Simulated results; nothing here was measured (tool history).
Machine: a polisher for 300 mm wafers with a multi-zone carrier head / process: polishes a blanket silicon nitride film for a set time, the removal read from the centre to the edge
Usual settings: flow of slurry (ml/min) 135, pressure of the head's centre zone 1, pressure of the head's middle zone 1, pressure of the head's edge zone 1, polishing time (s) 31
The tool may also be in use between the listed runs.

run     day  flow of slurry (ml/min)  pressure of the head's centre zone  pressure of the head's middle zone  pressure of the head's edge zone  polishing time (s)  incoming thickness of the incoming film, nm  film removed at the wafer's centre (nm)  film removed at mid-radius (nm)  film removed at the wafer's edge (nm)
  1       0                      135                                   1                                   1                                 1                  31                                        509.8                                     60.7                             65.1                                   62.1
  2   1.983                      135                                   1                                   1                                 1                  31                                        505.8                                     61.3                             64.3                                   63.1
  3   3.712                      135                                   1                                1.08                                 1                  31                                          502                                     61.2                             69.8                                   63.8
  4   5.871                      135                                   1                                1.08                                 1                  31                                        500.8                                     61.1                             70.8                                   64.2
  5   9.692                      105                                   1                                   1                              0.96                  31                                        509.5                                     54.2                             61.1                                   59.9
  6  14.175                      105                                   1                                   1                              0.96                  31                                        501.1                                     53.8                             60.7                                   60.6
  7  17.717                      135                                   1                                   1                                 1                  37                                        507.1                                       76                             77.7                                   75.7
  8  20.442                      135                                   1                                   1                                 1                  37                                        499.4                                     74.3                             78.7                                   75.2
  9  22.938                      135                                0.93                                   1                                 1                  23                                        500.4                                     43.8                             48.6                                   47.3
 10  33.383                      135                                1.06                                   1                               0.9                  24                                        494.6                                     50.8                             51.5                                   47.2
 11  35.488                      135                                   1                                   1                                 1                  31                                        496.5                                     62.2                             66.1                                   61.5
 12  37.488                      135                                1.04                                   1                                 1                  21                                          494                                     43.7                             43.8                                   43.3
 13  39.879                      135                                   1                                   1                                 1                  31                                        495.2                                     61.2                             65.7                                   62.6
 14  43.367                      135                                0.95                                   1                                 1                  31                                        505.5                                     57.9                             65.3                                   64.6
 15  46.292                      135                                1.09                                   1                              0.94                  31                                          505                                       66                             65.5                                   61.8
 16  47.942                       95                                0.93                                   1                                 1                  31                                        500.3                                       49                             60.6                                   59.9

Taken out of this log: 11 entries between the listed runs. Where each belongs, and how the hidden state differs across it:
From run 3 to run 4: worn pad replaced by a new one (day 5.242)
  deviation of the centre zone's pressure from its setpoint, %: -3.41 -> -4.32
  measured minus no-state result, film removed at the wafer's centre (nm): -2.2 -> -2.8
From run 6 to run 7: worn pad replaced by a new one (day 16.004); slurry nozzle cleaned (day 16.15); centre zone pressure recalibrated (day 16.938)
  deviation of the centre zone's pressure from its setpoint, %: -8.43 -> -0.378
  measured minus no-state result, film removed at the wafer's centre (nm): -5 -> -0.3
From run 9 to run 10: worn pad replaced by a new one (day 24.608); slurry nozzle cleaned (day 31.321); carrier head's membrane replaced by a new one (day 32.517)
  deviation of the centre zone's pressure from its setpoint, %: -0.63 -> -2.3
  measured minus no-state result, film removed at the wafer's centre (nm): -0.3 -> -1.2
From run 10 to run 11: worn pad replaced by a new one (day 34.512); edge zone pressure recalibrated (day 34.754)
  deviation of the centre zone's pressure from its setpoint, %: -2.3 -> -2.83
  measured minus no-state result, film removed at the wafer's centre (nm): -1.2 -> -1.9
From run 13 to run 14: worn pad replaced by a new one (day 43.138)
  deviation of the centre zone's pressure from its setpoint, %: -4.12 -> -5.35
  measured minus no-state result, film removed at the wafer's centre (nm): -2.7 -> -3.3
From run 15 to run 16: slurry nozzle cleaned (day 47.483)
  deviation of the centre zone's pressure from its setpoint, %: -6.51 -> -7.22
  measured minus no-state result, film removed at the wafer's centre (nm): -4.6 -> -3.9
